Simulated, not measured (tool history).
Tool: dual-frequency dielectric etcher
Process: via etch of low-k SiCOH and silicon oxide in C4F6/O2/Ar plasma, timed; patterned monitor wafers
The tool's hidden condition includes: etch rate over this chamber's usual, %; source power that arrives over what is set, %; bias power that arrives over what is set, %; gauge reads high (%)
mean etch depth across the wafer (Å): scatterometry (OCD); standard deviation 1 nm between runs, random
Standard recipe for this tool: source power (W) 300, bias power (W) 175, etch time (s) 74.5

run,hour,source power (W),bias power (W),etch time (s),wafers since the last listed run,hours since the last wet clean,hours since the last source power generator calibration,hours since the last bias power generator calibration,hours since the last upper electrode change,hours since the gauge calibration,"read-back reference wafer on the same gauge, depth_nm",mean etch depth across the wafer (Å)
1,0,260,175,74.5,0,178.2,3723.5,4027.7,5456.2,266.3,183,1786
2,34.4,260,175,74.5,260,212.6,3757.9,4062.1,5490.6,300.7,183,1797
3,53.3,260,175,74.5,142,231.5,3776.8,4081,5509.5,319.6,183,1801
4,139.4,300,208,74.5,650,317.6,3862.9,4167.1,5595.6,405.7,183,1993
5,168.6,350,175,74.5,220,346.8,3892.1,4196.3,5624.8,434.9,183,1999
6,191.7,350,175,74.5,174,369.9,3915.2,4219.4,5647.9,458,183.3,2004
# hour 222.4: wet clean of the chamber
7,222.9,350,175,74.5,54,0.5,3946.4,4250.6,5679.1,489.2,182.9,1992
8,223.2,240,175,74.5,2,0.8,3946.7,4250.9,5679.4,489.5,183.2,1750
9,238.4,240,175,74.5,114,16,3961.9,4266.1,5694.6,504.7,182.9,1731
10,254.2,300,175,74.5,119,31.8,3977.7,4281.9,5710.4,520.5,183,1882
# hour 265.6: bias power generator calibrated
11,274.2,330,175,89.5,120,51.8,3997.7,8.6,5730.4,540.5,183.4,2330
12,292.2,330,175,89.5,136,69.8,4015.7,26.6,5748.4,558.5,183.1,2321
13,309.2,300,175,74.5,128,86.8,4032.7,43.6,5765.4,575.5,183.3,1897
14,331.9,300,175,74.5,171,109.5,4055.4,66.3,5788.1,598.2,183.1,1890
15,347.2,300,175,74.5,115,124.8,4070.7,81.6,5803.4,613.5,183,1879
16,369,350,175,57,164,146.6,4092.5,103.4,5825.2,635.3,183.1,1520
17,394.9,300,155,74.5,195,172.5,4118.4,129.3,5851.1,661.2,183,1817
18,428.6,330,175,89.5,254,206.2,4152.1,163,5884.8,694.9,182.8,2349
19,443.3,300,175,74.5,111,220.9,4166.8,177.7,5899.5,709.6,182.6,1889
# hour 487.9: gauge calibrated
# hour 492.5: upper electrode replaced
20,493,300,202,74.5,194,270.6,4216.5,227.4,0.5,5.1,182.9,1956
21,494.1,240,175,65,8,271.7,4217.6,228.5,1.6,6.2,182.7,1507
# hour 530.6: source power generator calibrated
22,576.4,330,133,96,591,354,45.8,310.8,83.9,88.5,182.9,2313
# hour 611.8: wet clean of the chamber
23,612.3,300,175,74.5,89,0.5,81.7,346.7,119.8,124.4,182.6,1882
24,641.9,300,139,83,223,30.1,111.3,376.3,149.4,154,182.6,1975
25,665.4,260,202,95,177,53.6,134.8,399.8,172.9,177.5,182.9,2376
26,688.8,300,156,74.5,176,77,158.2,423.2,196.3,200.9,183,1837
27,705.2,300,175,74.5,123,93.4,174.6,439.6,212.7,217.3,183.2,1891
28,736,300,175,90,232,124.2,205.4,470.4,243.5,248.1,183.6,2294
29,769.4,330,175,89.5,252,157.6,238.8,503.8,276.9,281.5,183.2,2326

Consider 5 possible next runs. They are alternatives, not a sequence: every one starts from the tool as it was left by run 29. What does each give?
A,769.8,300,132,74.5,3,158,239.2,504.2,277.3,281.9,?,?
B,769.8,330,175,52.5,3,158,239.2,504.2,277.3,281.9,?,?
C,769.8,240,134,74.5,3,158,239.2,504.2,277.3,281.9,?,?
D,769.8,260,208,57,3,158,239.2,504.2,277.3,281.9,?,?
E,769.8,340,152,62,3,158,239.2,504.2,277.3,281.9,?,?

run,"read-back reference wafer on the same gauge, depth_nm",mean etch depth across the wafer (Å)
A,182.9,1775
B,182.9,1393
C,182.9,1642
D,182.9,1455
E,182.9,1603
Stripped of hidden state, with their random variation kept, the same runs would have yielded:
run,mean etch depth across the wafer (Å)
A,1775
B,1393
C,1642
D,1455
E,1603
